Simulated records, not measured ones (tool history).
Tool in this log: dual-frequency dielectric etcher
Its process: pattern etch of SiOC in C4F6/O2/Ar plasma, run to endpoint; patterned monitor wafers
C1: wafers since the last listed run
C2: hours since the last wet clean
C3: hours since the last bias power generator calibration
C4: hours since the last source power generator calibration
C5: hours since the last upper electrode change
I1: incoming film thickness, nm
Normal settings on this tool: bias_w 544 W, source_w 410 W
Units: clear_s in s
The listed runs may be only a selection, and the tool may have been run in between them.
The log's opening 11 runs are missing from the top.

Run 12, hour 187.2: usual settings; C1 113; C2 340.7; C3 3667.4; C4 3082.7; C5 32.9; I1 28.56. Result: clear_s 9.5 s.
Run 13, hour 198.1: usual settings but bias_w 436 W; C1 96; C2 351.6; C3 3678.3; C4 3093.6; C5 43.8; I1 28.52. Result: clear_s 10.8 s.
Run 14, hour 213.3: usual settings; C1 134; C2 366.8; C3 3693.5; C4 3108.8; C5 59; I1 28.24. Result: clear_s 9.4 s.
Run 15, hour 225.1: usual settings but source_w 450 W; C1 104; C2 378.6; C3 3705.3; C4 3120.6; C5 70.8; I1 28.41. Result: clear_s 9.3 s.
Run 16, hour 240.7: usual settings; C1 137; C2 394.2; C3 3720.9; C4 3136.2; C5 86.4; I1 28.48. Result: clear_s 9.5 s.
Run 17, hour 250.2: usual settings; C1 83; C2 403.7; C3 3730.4; C4 3145.7; C5 95.9; I1 28.69. Result: clear_s 9.5 s.
At hour 280.7: wet clean of the chamber.
Run 18, hour 281.2: usual settings; C1 61; C2 0.5; C3 3761.4; C4 3176.7; C5 126.9; I1 28.71. Result: clear_s 9.3 s.
Run 19, hour 281.6: usual settings but bias_w 414 W, source_w 490 W; C1 3; C2 0.9; C3 3761.8; C4 3177.1; C5 127.3; I1 28.92. Result: clear_s 10.5 s.
Run 20, hour 284.8: usual settings but bias_w 638 W, source_w 470 W; C1 28; C2 4.1; C3 3765; C4 3180.3; C5 130.5; I1 28.29. Result: clear_s 8 s.
Run 21, hour 299.1: usual settings; C1 126; C2 18.4; C3 3779.3; C4 3194.6; C5 144.8; I1 28.31. Result: clear_s 9.1 s.
Run 22, hour 314.9: usual settings but bias_w 578 W; C1 139; C2 34.2; C3 3795.1; C4 3210.4; C5 160.6; I1 28.77. Result: clear_s 9 s.
At hour 332.8: bias power generator calibrated.
At hour 339.7: source power generator calibrated.
Run 23, hour 361.9: usual settings but bias_w 641 W, source_w 380 W; C1 344; C2 81.2; C3 29.1; C4 22.2; C5 207.6; I1 28.37. Result: clear_s 8.7 s.
Run 24, hour 372.5: usual settings but bias_w 639 W, source_w 320 W; C1 93; C2 91.8; C3 39.7; C4 32.8; C5 218.2; I1 28.52. Result: clear_s 9 s.
Run 25, hour 385.9: usual settings but bias_w 585 W, source_w 500 W; C1 118; C2 105.2; C3 53.1; C4 46.2; C5 231.6; I1 28.71. Result: clear_s 8.7 s.
Run 26, hour 395.4: usual settings but bias_w 619 W, source_w 350 W; C1 83; C2 114.7; C3 62.6; C4 55.7; C5 241.1; I1 28.36. Result: clear_s 8.9 s.
Run 27, hour 406.1: usual settings; C1 94; C2 125.4; C3 73.3; C4 66.4; C5 251.8; I1 28.36. Result: clear_s 9.3 s.
Run 28, hour 416.5: usual settings but source_w 370 W; C1 91; C2 135.8; C3 83.7; C4 76.8; C5 262.2; I1 28.73. Result: clear_s 9.8 s.
Run 29, hour 431.6: usual settings but bias_w 435 W, source_w 450 W; C1 133; C2 150.9; C3 98.8; C4 91.9; C5 277.3; I1 28.55. Result: clear_s 10.5 s.
Run 30, hour 445.6: usual settings but source_w 350 W; C1 123; C2 164.9; C3 112.8; C4 105.9; C5 291.3; I1 28.74. Result: clear_s 9.9 s.
Run 31, hour 456.1: usual settings; C1 92; C2 175.4; C3 123.3; C4 116.4; C5 301.8; I1 28.73. Result: clear_s 9.6 s.
Run 32, hour 470.3: usual settings but source_w 320 W; C1 125; C2 189.6; C3 137.5; C4 130.6; C5 316; I1 28.49. Result: clear_s 10 s.
Run 33, hour 482.1: usual settings but bias_w 420 W, source_w 440 W; C1 104; C2 201.4; C3 149.3; C4 142.4; C5 327.8; I1 28.6. Result: clear_s 10.8 s.
Run 34, hour 490.2: usual settings but bias_w 418 W, source_w 350 W; C1 71; C2 209.5; C3 157.4; C4 150.5; C5 335.9; I1 28.78. Result: clear_s 11.4 s.

Alternative continuations, all from the tool just after run 34; predict every row:
Run A, hour 490.6: usual settings but bias_w 423 W; C1 3; C2 209.9; C3 157.8; C4 150.9; C5 336.3; I1 28.48. Result: clear_s ?.
Run B, hour 490.6: usual settings but bias_w 461 W, source_w 340 W; C1 3; C2 209.9; C3 157.8; C4 150.9; C5 336.3; I1 28.48. Result: clear_s ?.
Run C, hour 490.6: usual settings but bias_w 611 W, source_w 370 W; C1 3; C2 209.9; C3 157.8; C4 150.9; C5 336.3; I1 28.48. Result: clear_s ?.
Run D, hour 490.6: usual settings but bias_w 421 W, source_w 460 W; C1 3; C2 209.9; C3 157.8; C4 150.9; C5 336.3; I1 28.48. Result: clear_s ?.
Run E, hour 490.6: usual settings but bias_w 495 W, source_w 320 W; C1 3; C2 209.9; C3 157.8; C4 150.9; C5 336.3; I1 28.48. Result: clear_s ?.

run  clear_s
  A     10.9
  B     10.8
  C      9.1
  D     10.6
  E     10.6
The same runs, with their run-to-run variation unchanged, on a tool lacking any hidden condition would have given:
run  clear_s
  A     10.6
  B     10.5
  C      8.9
  D     10.3
  E     10.2
